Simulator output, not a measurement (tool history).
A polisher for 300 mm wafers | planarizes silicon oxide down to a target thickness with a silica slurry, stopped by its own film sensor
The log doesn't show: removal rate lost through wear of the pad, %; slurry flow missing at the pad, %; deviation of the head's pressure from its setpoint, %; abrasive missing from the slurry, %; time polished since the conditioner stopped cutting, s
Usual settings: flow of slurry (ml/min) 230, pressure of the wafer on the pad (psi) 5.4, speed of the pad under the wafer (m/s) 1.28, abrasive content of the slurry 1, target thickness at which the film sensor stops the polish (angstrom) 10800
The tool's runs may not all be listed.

run     day  flow of slurry (ml/min)  pressure of the wafer on the pad (psi)  speed of the pad under the wafer (m/s)  abrasive content of the slurry  target thickness at which the film sensor stops the polish (angstrom)  wafers since the last listed run  wafers polished on this pad  hours since the slurry nozzle was cleaned  hours since the head pressure was calibrated  hours since the slurry blender was calibrated  hours since the conditioning disc was replaced  incoming thickness of the incoming film, nm  time until the film sensor stopped the polish (s)
  1       0                      230                                     3.9                                    1.28                               1                                                                  10800                                 0                            5                                      344.6                                        1047.8                                            105                                           241.6                                       1413.2                                               88.1
      2.825  -- slurry blender recalibrated
  2   3.471                      175                                     5.4                                    1.28                               1                                                                  10800                               856                          862                                      427.9                                        1131.1                                           15.5                                           324.9                                         1403                                               58.8
  3   4.188                      230                                     5.4                                    1.28                               1                                                                  10800                               181                         1043                                      445.1                                        1148.3                                           32.7                                           342.1                                       1402.1                                               57.8
      5.358  -- head pressure recalibrated
  4   5.608                      230                                     5.4                                    1.28                               1                                                                  10800                               338                         1382                                      479.2                                             6                                           66.8                                           376.2                                       1403.3                                               58.7
  5   6.521                      230                                     5.4                                    1.28                               1                                                                  10800                               230                         1612                                      501.1                                          27.9                                           88.7                                           398.1                                       1382.2                                               55.7
      6.792  -- worn pad replaced by a new one
  6   7.179                      230                                     5.4                                    1.28                               1                                                                  10800                               124                           98                                      516.9                                          43.7                                          104.5                                           413.9                                       1399.4                                               60.8
  7   8.538                      260                                     5.4                                    1.48                               1                                                                  10800                               343                          441                                      549.5                                          76.3                                          137.1                                           446.5                                       1389.5                                               49.8
  8   9.283                      230                                     5.4                                    1.28                             0.8                                                                  10800                               188                          630                                      567.4                                          94.2                                            155                                           464.4                                       1389.7                                               66.9
  9  10.621                      275                                     5.4                                    1.28                               1                                                                  10800                               338                          968                                      599.5                                         126.3                                          187.1                                           496.5                                         1388                                               57.4
     11.054  -- slurry blender recalibrated
 10  11.567                      230                                     5.4                                    1.28                               1                                                                  10800                               218                         1186                                      622.2                                           149                                           12.3                                           519.2                                       1381.1                                               52.8
     12.217  -- conditioning disc replaced and pad reconditioned
 11  12.417                      230                                     5.4                                    1.28                            0.75                                                                  10800                               193                         1380                                      642.6                                         169.4                                           32.7                                             4.8                                       1364.2                                               59.6
 12  13.292                      230                                     5.4                                    1.28                               1                                                                  10800                               221                         1602                                      663.6                                         190.4                                           53.7                                            25.8                                       1391.9                                               58.7
     13.367  -- slurry nozzle cleaned
     13.496  -- worn pad replaced by a new one
 13    14.7                      230                                     5.4                                    1.28                               1                                                                  10800                               313                          305                                         32                                         224.2                                           87.5                                            59.6                                       1379.9                                               56.1
 14  15.546                      230                                     4.9                                    0.86                             1.2                                                                  11070                               213                          519                                       52.3                                         244.5                                          107.8                                            79.9                                       1393.1                                               76.1
 15  16.596                      230                                     4.9                                    0.86                             1.2                                                                  11070                               265                          784                                       77.5                                         269.7                                            133                                           105.1                                       1398.9                                               78.7
     17.717  -- slurry blender recalibrated
 16  17.942                      230                                     5.4                                    1.28                             0.9                                                                  10800                               319                         1104                                      109.8                                           302                                            5.4                                           137.4                                       1377.2                                               55.3
 17  19.421                      230                                     4.3                                    1.08                             0.8                                                                   9930                               374                         1478                                      145.3                                         337.5                                           40.9                                           172.9                                       1374.2                                                110
      20.55  -- worn pad replaced by a new one
 18  21.442                      155                                     5.4                                    1.48                               1                                                                  11300                               469                          225                                      193.8                                           386                                           89.4                                           221.4                                       1396.8                                               46.4
 19  22.667                      300                                     5.4                                     1.4                            1.15                                                                  11470                               309                          535                                      223.2                                         415.4                                          118.8                                           250.8                                       1392.5                                                 39
 20  23.712                      230                                     5.4                                    1.28                             0.8                                                                  10800                               264                          799                                      248.3                                         440.5                                          143.9                                           275.9                                       1376.9                                               61.6
 21  24.925                      230                                     5.4                                    1.28                               1                                                                  11230                               306                         1106                                      277.4                                         469.6                                            173                                             305                                       1413.4                                               54.4
     25.875  -- slurry blender recalibrated
 22  25.938                      230                                     5.4                                    1.28                               1                                                                  10800                               235                         1341                                      301.7                                         493.9                                            1.5                                           329.3                                       1383.6                                               53.3
 23  27.433                      230                                     3.7                                    1.28                               1                                                                  10800                               378                         1720                                      337.6                                         529.8                                           37.4                                           365.2                                       1399.4                                               85.4
 24  28.342                      230                                     5.4                                     1.6                               1                                                                  11110                               229                         1949                                      359.4                                         551.6                                           59.2                                             387                                       1380.3                                               41.4

The tool's hidden state at each run:
removal rate lost through wear of the pad, %: 0 in every run
slurry flow missing at the pad, %: 0 in every run
deviation of the head's pressure from its setpoint, %: 0 in every run
time polished since the conditioner stopped cutting, s: 0 in every run
H1: abrasive missing from the slurry, %
run    H1
  1  17.3
  2  5.33
  3  8.98
  4  13.8
  5  15.8
  6  16.8
  7  18.2
  8  18.8
  9  19.4
 10  6.07
 11  10.5
 12  13.8
 13  17.2
 14  18.5
 15  19.6
 16   2.3
 17    10
 18  15.4
 19  17.2
 20  18.1
 21  18.8
 22  2.61
 23  10.9
 24  14.1
